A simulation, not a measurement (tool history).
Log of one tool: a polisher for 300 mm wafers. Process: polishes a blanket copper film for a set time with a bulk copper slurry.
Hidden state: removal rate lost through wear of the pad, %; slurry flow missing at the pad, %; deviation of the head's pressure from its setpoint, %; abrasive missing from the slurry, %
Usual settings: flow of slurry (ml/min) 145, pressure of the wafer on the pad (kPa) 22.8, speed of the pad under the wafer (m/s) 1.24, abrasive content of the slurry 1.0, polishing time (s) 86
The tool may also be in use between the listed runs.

| run | hour | flow of slurry (ml/min) | pressure of the wafer on the pad (kPa) | speed of the pad under the wafer (m/s) | abrasive content of the slurry | polishing time (s) | wafers since the last listed run | wafers polished on this pad | hours since the slurry nozzle was cleaned | hours since the head pressure was calibrated | hours since the slurry blender was calibrated | incoming thickness of the incoming film, nm | film removed (Å) |
|---|---|---|---|---|---|---|---|---|---|---|---|---|---|
| 1 | 0.0 | 145 | 26.2 | 1.24 | 1.0 | 86 | 0 | 111 | 320.1 | 576.0 | 263.6 | 3422.9 | 16076 |
| 2 | 18.4 | 145 | 26.2 | 1.24 | 1.0 | 86 | 170 | 282 | 338.5 | 594.4 | 282.0 | 3404.5 | 15421 |
| 3 | 35.1 | 145 | 26.9 | 1.24 | 1.0 | 86 | 155 | 437 | 355.2 | 611.1 | 298.7 | 3452.0 | 15180 |
| 4 | 45.2 | 145 | 26.9 | 1.24 | 1.0 | 86 | 93 | 531 | 365.3 | 621.2 | 308.8 | 3429.7 | 15674 |
| 5 | 70.1 | 145 | 26.9 | 1.24 | 1.0 | 86 | 231 | 762 | 390.2 | 646.1 | 333.7 | 3413.3 | 14707 |
| 6 | 78.2 | 175 | 22.8 | 1.00 | 1.0 | 86 | 75 | 837 | 398.3 | 654.2 | 341.8 | 3417.1 | 10499 |
| 7 | 92.7 | 175 | 22.8 | 1.00 | 1.0 | 86 | 134 | 972 | 412.8 | 668.7 | 356.3 | 3501.0 | 10380 |
| 8 | 109.2 | 175 | 22.8 | 1.00 | 1.0 | 86 | 153 | 1125 | 429.3 | 685.2 | 372.8 | 3414.6 | 9985 |
|  | 118.2 | worn pad replaced by a new one |
| 9 | 118.7 | 145 | 22.8 | 1.24 | 1.0 | 86 | 51 | 4 | 438.8 | 694.7 | 382.3 | 3523.6 | 13842 |
| 10 | 131.9 | 145 | 22.8 | 1.24 | 1.0 | 86 | 122 | 127 | 452.0 | 707.9 | 395.5 | 3395.1 | 13600 |
| 11 | 141.2 | 160 | 30.3 | 1.60 | 0.8 | 86 | 86 | 213 | 461.3 | 717.2 | 404.8 | 3453.9 | 21113 |
|  | 152.4 | slurry nozzle cleaned |
| 12 | 153.2 | 185 | 22.8 | 0.96 | 1.0 | 70 | 102 | 315 | 0.8 | 729.2 | 416.8 | 3455.0 | 8943 |
| 13 | 168.4 | 120 | 22.8 | 1.24 | 0.8 | 63 | 141 | 456 | 16.0 | 744.4 | 432.0 | 3429.4 | 8506 |
| 14 | 175.9 | 145 | 22.8 | 1.24 | 1.0 | 86 | 69 | 526 | 23.5 | 751.9 | 439.5 | 3449.6 | 12663 |
| 15 | 183.9 | 145 | 22.8 | 1.24 | 1.0 | 100 | 74 | 600 | 31.5 | 759.9 | 447.5 | 3448.5 | 14956 |
| 16 | 191.5 | 175 | 27.6 | 1.24 | 1.0 | 86 | 70 | 671 | 39.1 | 767.5 | 455.1 | 3433.9 | 16239 |
| 17 | 201.5 | 145 | 22.8 | 1.24 | 1.0 | 86 | 92 | 763 | 49.1 | 777.5 | 465.1 | 3412.7 | 12529 |
| 18 | 209.1 | 145 | 22.8 | 1.24 | 1.0 | 86 | 70 | 834 | 56.7 | 785.1 | 472.7 | 3425.8 | 12337 |
|  | 216.3 | slurry blender recalibrated |
| 19 | 216.9 | 145 | 16.5 | 1.24 | 1.1 | 86 | 53 | 888 | 64.5 | 792.9 | 0.6 | 3448.3 | 9340 |
|  | 220.6 | head pressure recalibrated |
| 20 | 223.7 | 145 | 16.5 | 1.24 | 1.1 | 86 | 44 | 932 | 71.3 | 3.1 | 7.4 | 3463.3 | 8859 |
|  | 236.6 | worn pad replaced by a new one |
| 21 | 237.1 | 170 | 15.9 | 1.00 | 0.8 | 86 | 87 | 4 | 84.7 | 16.5 | 20.8 | 3499.7 | 7426 |
| 22 | 247.4 | 160 | 22.8 | 1.24 | 0.8 | 86 | 95 | 99 | 95.0 | 26.8 | 31.1 | 3408.8 | 13000 |

The next listed run, before its measurement:
| 23 | 259.8 | 145 | 22.8 | 1.02 | 1.0 | 86 | 115 | 214 | 107.4 | 39.2 | 43.5 | 3404.1 | ? |

{"run 23": {"film removed (Å)": 11134}}
Without the tool's hidden state the same run would have given film removed (Å) 11489.
